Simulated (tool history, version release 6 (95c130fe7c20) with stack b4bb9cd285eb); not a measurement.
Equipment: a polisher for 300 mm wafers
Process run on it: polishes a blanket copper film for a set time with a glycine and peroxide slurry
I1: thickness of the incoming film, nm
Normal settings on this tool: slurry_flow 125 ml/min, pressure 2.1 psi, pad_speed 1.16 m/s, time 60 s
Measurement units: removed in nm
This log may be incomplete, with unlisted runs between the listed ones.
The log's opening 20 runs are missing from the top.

Run 21, hour 274.7: usual settings but pad_speed 1.5 m/s, time 53 s; I1 1564.1. Result: removed 282.6 nm.
Run 22, hour 292: usual settings; I1 1597.7. Result: removed 264.5 nm.
Run 23, hour 299: usual settings but slurry_flow 110 ml/min, pad_speed 1.32 m/s, time 77 s; I1 1561.5. Result: removed 358.5 nm.
Run 24, hour 313.1: usual settings but slurry_flow 160 ml/min, pressure 1.6 psi, pad_speed 1 m/s; I1 1603.3. Result: removed 211.9 nm.
At hour 320.8: worn pad replaced by a new one.
At hour 333.6: head pressure recalibrated.
Run 25, hour 339.7: usual settings but slurry_flow 165 ml/min, pressure 2.3 psi; I1 1565.5. Result: removed 281.5 nm.
Run 26, hour 352.3: usual settings but slurry_flow 100 ml/min, pad_speed 1.36 m/s; I1 1567.3. Result: removed 275 nm.
Run 27, hour 360.5: usual settings but time 41 s; I1 1573.6. Result: removed 170.3 nm.
Run 28, hour 369.6: usual settings but pad_speed 1.48 m/s; I1 1572.8. Result: removed 299 nm.
Run 29, hour 384.4: usual settings but time 77 s; I1 1586.7. Result: removed 324.9 nm.
Run 30, hour 399.7: usual settings; I1 1547.9. Result: removed 252.7 nm.
At hour 407.8: worn pad replaced by a new one.
Run 31, hour 408.9: usual settings but pad_speed 1.28 m/s, time 76 s; I1 1586.4. Result: removed 342.3 nm.
Run 32, hour 416.8: usual settings but pad_speed 0.94 m/s; I1 1593.5. Result: removed 209.6 nm.
Run 33, hour 423.8: usual settings but pressure 2.5 psi; I1 1550.1. Result: removed 273.2 nm.
Run 34, hour 441.3: usual settings but slurry_flow 105 ml/min, pressure 2.5 psi; I1 1576.1. Result: removed 261 nm.

Forecast each of these 5 alternatives for the next run:
Run A, hour 441.7: usual settings; I1 1581. Result: removed ?.
Run B, hour 441.7: usual settings but slurry_flow 95 ml/min, pressure 2.6 psi, time 72 s; I1 1581. Result: removed ?.
Run C, hour 441.7: usual settings but pad_speed 0.8 m/s; I1 1581. Result: removed ?.
Run D, hour 441.7: usual settings but pressure 1.8 psi; I1 1581. Result: removed ?.
Run E, hour 441.7: usual settings but time 44 s; I1 1581. Result: removed ?.

run  removed
  A    244.9
  B    313.4
  C    183.7
  D    225.1
  E    179.6
Stripped of hidden state, with their random variation kept, the same runs would have yielded:
run  removed
  A    266.2
  B    346.3
  C    199.8
  D    244.7
  E    195.2

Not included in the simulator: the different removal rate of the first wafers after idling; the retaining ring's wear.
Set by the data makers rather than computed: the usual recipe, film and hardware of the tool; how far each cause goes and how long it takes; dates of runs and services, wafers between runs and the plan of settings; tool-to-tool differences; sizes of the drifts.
